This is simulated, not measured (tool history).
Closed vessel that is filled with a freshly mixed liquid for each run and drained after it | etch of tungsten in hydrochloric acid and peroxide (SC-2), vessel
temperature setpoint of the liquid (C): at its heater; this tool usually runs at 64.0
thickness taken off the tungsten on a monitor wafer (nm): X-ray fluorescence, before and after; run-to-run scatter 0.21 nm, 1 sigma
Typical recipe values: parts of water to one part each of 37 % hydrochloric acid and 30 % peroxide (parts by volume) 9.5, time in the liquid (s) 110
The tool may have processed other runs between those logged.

| run | hour | temperature setpoint of the liquid (C) | parts of water to one part each of 37 % hydrochloric acid and 30 % peroxide (parts by volume) | time in the liquid (s) | wafers since the last listed run | hours since the thermometer was replaced | hours since the chemicals flow meter was replaced | hours since the drum of peroxide was connected | hours since the gauge calibration | read-back film thickness of the tungsten reference wafer, read on the same gauge (nm) | thickness taken off the tungsten on a monitor wafer (nm) |
|---|---|---|---|---|---|---|---|---|---|---|---|
| 1 | 0.0 | 64.0 | 8.0 | 110 | 0 | 824.5 | 655.8 | 574.4 | 283.9 | 130.00 | 58.25 |
| 2 | 13.1 | 61.0 | 9.5 | 110 | 1581 | 837.6 | 668.9 | 587.5 | 297.0 | 130.02 | 42.49 |
| 3 | 30.6 | 64.0 | 9.5 | 150 | 2112 | 855.1 | 686.4 | 605.0 | 314.5 | 130.03 | 68.44 |
|  | 39.9 | chemicals flow meter replaced |
| 4 | 41.2 | 64.0 | 9.5 | 110 | 1158 | 865.7 | 1.3 | 615.6 | 325.1 | 129.99 | 50.37 |
| 5 | 52.3 | 64.0 | 9.5 | 110 | 1339 | 876.8 | 12.4 | 626.7 | 336.2 | 130.03 | 50.67 |
|  | 57.9 | gauge calibrated |
| 6 | 66.4 | 64.0 | 9.5 | 110 | 1702 | 890.9 | 26.5 | 640.8 | 8.5 | 130.01 | 50.82 |
|  | 71.1 | new drum of peroxide connected |
| 7 | 78.3 | 66.5 | 9.5 | 110 | 1315 | 902.8 | 38.4 | 7.2 | 20.4 | 130.01 | 58.79 |
| 8 | 93.8 | 64.0 | 9.5 | 110 | 1871 | 918.3 | 53.9 | 22.7 | 35.9 | 130.00 | 50.53 |
| 9 | 103.2 | 72.0 | 9.5 | 110 | 1134 | 927.7 | 63.3 | 32.1 | 45.3 | 130.01 | 81.79 |
| 10 | 114.4 | 64.0 | 5.0 | 110 | 1351 | 938.9 | 74.5 | 43.3 | 56.5 | 130.02 | 83.61 |
| 11 | 127.6 | 57.0 | 9.5 | 110 | 1593 | 952.1 | 87.7 | 56.5 | 69.7 | 130.01 | 32.86 |
| 12 | 137.6 | 64.0 | 9.5 | 60 | 1207 | 962.1 | 97.7 | 66.5 | 79.7 | 129.97 | 27.85 |
| 13 | 148.1 | 70.5 | 6.0 | 165 | 1267 | 972.6 | 108.2 | 77.0 | 90.2 | 130.02 | 161.75 |
| 14 | 155.2 | 72.0 | 7.0 | 90 | 857 | 979.7 | 115.3 | 84.1 | 97.3 | 130.03 | 86.07 |
| 15 | 171.2 | 58.5 | 12.5 | 140 | 1931 | 995.7 | 131.3 | 100.1 | 113.3 | 130.03 | 36.80 |
| 16 | 177.8 | 64.0 | 13.0 | 110 | 796 | 1002.3 | 137.9 | 106.7 | 119.9 | 130.01 | 39.47 |
| 17 | 192.5 | 64.0 | 5.5 | 135 | 1774 | 1017.0 | 152.6 | 121.4 | 134.6 | 130.00 | 96.26 |
| 18 | 201.0 | 60.0 | 11.5 | 130 | 1026 | 1025.5 | 161.1 | 129.9 | 143.1 | 130.00 | 40.24 |
|  | 209.0 | thermometer replaced |
| 19 | 216.6 | 64.0 | 9.5 | 70 | 1762 | 7.6 | 176.7 | 145.5 | 158.7 | 130.00 | 30.46 |
| 20 | 224.7 | 67.5 | 9.5 | 110 | 977 | 15.7 | 184.8 | 153.6 | 166.8 | 129.99 | 59.20 |
| 21 | 231.0 | 67.0 | 9.5 | 135 | 760 | 22.0 | 191.1 | 159.9 | 173.1 | 130.01 | 70.97 |
| 22 | 283.1 | 64.0 | 9.5 | 110 | 6289 | 74.1 | 243.2 | 212.0 | 225.2 | 129.99 | 47.91 |
| 23 | 291.6 | 64.0 | 11.5 | 85 | 1026 | 82.6 | 251.7 | 220.5 | 233.7 | 129.99 | 31.54 |
| 24 | 307.4 | 64.0 | 9.5 | 110 | 1907 | 98.4 | 267.5 | 236.3 | 249.5 | 130.01 | 47.98 |
| 25 | 321.9 | 68.0 | 14.0 | 140 | 1750 | 112.9 | 282.0 | 250.8 | 264.0 | 130.00 | 56.16 |
| 26 | 332.2 | 64.0 | 9.5 | 110 | 1243 | 123.2 | 292.3 | 261.1 | 274.3 | 130.02 | 48.08 |
| 27 | 345.7 | 70.0 | 12.5 | 110 | 1629 | 136.7 | 305.8 | 274.6 | 287.8 | 130.01 | 54.57 |
| 28 | 354.2 | 64.0 | 5.5 | 110 | 1026 | 145.2 | 314.3 | 283.1 | 296.3 | 129.99 | 73.56 |
| 29 | 375.6 | 61.5 | 11.0 | 135 | 2583 | 166.6 | 335.7 | 304.5 | 317.7 | 129.97 | 44.89 |

Each row is a separate what-if for the run after 29, all from the same tool condition, not one after another. Results?
| A | 376.3 | 64.0 | 6.5 | 110 | 84 | 167.3 | 336.4 | 305.2 | 318.4 | ? | ? |
| B | 376.3 | 64.0 | 9.5 | 75 | 84 | 167.3 | 336.4 | 305.2 | 318.4 | ? | ? |
| C | 376.3 | 64.0 | 14.5 | 85 | 84 | 167.3 | 336.4 | 305.2 | 318.4 | ? | ? |
| D | 376.3 | 71.0 | 5.0 | 70 | 84 | 167.3 | 336.4 | 305.2 | 318.4 | ? | ? |
| E | 376.3 | 71.5 | 9.5 | 110 | 84 | 167.3 | 336.4 | 305.2 | 318.4 | ? | ? |

| run | read-back film thickness of the tungsten reference wafer, read on the same gauge (nm) | thickness taken off the tungsten on a monitor wafer (nm) |
|---|---|---|
| A | 130.04 | 65.19 |
| B | 130.04 | 32.86 |
| C | 130.04 | 25.95 |
| D | 130.04 | 76.64 |
| E | 130.04 | 75.49 |
Stripped of hidden state, with their random variation kept, the same runs would have yielded:
| run | thickness taken off the tungsten on a monitor wafer (nm) |
|---|---|
| A | 64.48 |
| B | 32.49 |
| C | 25.67 |
| D | 75.84 |
| E | 74.70 |
